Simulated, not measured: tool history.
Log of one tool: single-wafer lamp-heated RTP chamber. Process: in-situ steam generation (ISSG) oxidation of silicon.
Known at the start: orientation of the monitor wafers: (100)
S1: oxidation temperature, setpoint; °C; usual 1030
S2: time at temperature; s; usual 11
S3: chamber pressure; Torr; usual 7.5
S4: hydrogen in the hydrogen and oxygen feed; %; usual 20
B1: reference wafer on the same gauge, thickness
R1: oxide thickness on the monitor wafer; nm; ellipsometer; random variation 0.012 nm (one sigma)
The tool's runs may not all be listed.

Run 1, day 0.000: usual settings; B1 3.673. Result: R1 4.580 nm.
Run 2, day 0.596: usual settings but S3 8.7 Torr; B1 3.669. Result: R1 4.568 nm.
Run 3, day 1.238: usual settings but S3 8.7 Torr; B1 3.671. Result: R1 4.563 nm.
Run 4, day 1.746: usual settings but S3 6.9 Torr; B1 3.670. Result: R1 4.540 nm.
Run 5, day 2.333: usual settings but S3 6.9 Torr; B1 3.672. Result: R1 4.585 nm.
Run 6, day 2.900: usual settings; B1 3.671. Result: R1 4.581 nm.
Run 7, day 3.588: usual settings but S3 8.2 Torr; B1 3.670. Result: R1 4.574 nm.
Run 8, day 3.975: usual settings; B1 3.671. Result: R1 4.597 nm.
Run 9, day 4.342: usual settings; B1 3.669. Result: R1 4.603 nm.
Run 10, day 4.804: usual settings but S3 7.0 Torr, S4 26 %; B1 3.671. Result: R1 4.910 nm.
Run 11, day 5.267: usual settings but S3 6.9 Torr, S4 25 %; B1 3.671. Result: R1 4.843 nm.
Run 12, day 5.712: usual settings but S3 6.9 Torr, S4 25 %; B1 3.671. Result: R1 4.842 nm.
Run 13, day 6.079: usual settings; B1 3.666. Result: R1 4.599 nm.
At day 6.921: hydrogen flow controller replaced.
Run 14, day 6.942: usual settings; B1 3.672. Result: R1 4.590 nm.
Run 15, day 7.288: usual settings but S3 8.7 Torr; B1 3.671. Result: R1 4.580 nm.
At day 7.554: gauge calibrated.
Run 16, day 7.875: usual settings but S2 8 s, S3 6.9 Torr, S4 17 %; B1 3.669. Result: R1 3.791 nm.
Run 17, day 8.358: usual settings but S2 9 s, S3 8.0 Torr, S4 25 %; B1 3.669. Result: R1 4.426 nm.
Run 18, day 9.025: usual settings but S4 11 %; B1 3.670. Result: R1 3.981 nm.
At day 9.538: pyrometer window cleaned and pyrometer calibrated.
Run 19, day 9.771: usual settings but S4 25 %; B1 3.667. Result: R1 4.807 nm.
Run 20, day 10.346: usual settings; B1 3.672. Result: R1 4.531 nm.
Run 21, day 10.825: usual settings but S3 8.7 Torr; B1 3.672. Result: R1 4.512 nm.
Run 22, day 11.171: usual settings but S4 29 %; B1 3.671. Result: R1 5.025 nm.
At day 11.933: pressure gauge zeroed.
Run 23, day 12.838: usual settings but S1 1013 °C; B1 3.667. Result: R1 4.247 nm.
Run 24, day 13.254: usual settings; B1 3.669. Result: R1 4.533 nm.
Run 25, day 14.729: usual settings but S3 6.9 Torr, S4 25 %; B1 3.671. Result: R1 4.804 nm.
Run 26, day 15.454: usual settings but S1 1044 °C, S2 9 s, S3 8.8 Torr, S4 15 %; B1 3.672. Result: R1 4.082 nm.
Run 27, day 16.108: usual settings but S2 7 s; B1 3.671. Result: R1 3.695 nm.

Forecast each of these 4 alternatives for the next run:
Run A, day 16.125: usual settings; B1 ?. Result: R1 ?.
Run B, day 16.125: usual settings but S2 7 s, S3 8.6 Torr, S4 16 %; B1 ?. Result: R1 ?.
Run C, day 16.125: usual settings but S1 1037 °C, S3 8.9 Torr; B1 ?. Result: R1 ?.
Run D, day 16.125: usual settings but S1 1015 °C, S2 12 s, S4 29 %; B1 ?. Result: R1 ?.

run     B1     R1
  A  3.668  4.547
  B  3.668  3.486
  C  3.668  4.659
  D  3.668  4.930
Without the tool's hidden state the same runs would have given:
run     R1
  A  4.525
  B  3.472
  C  4.636
  D  4.908
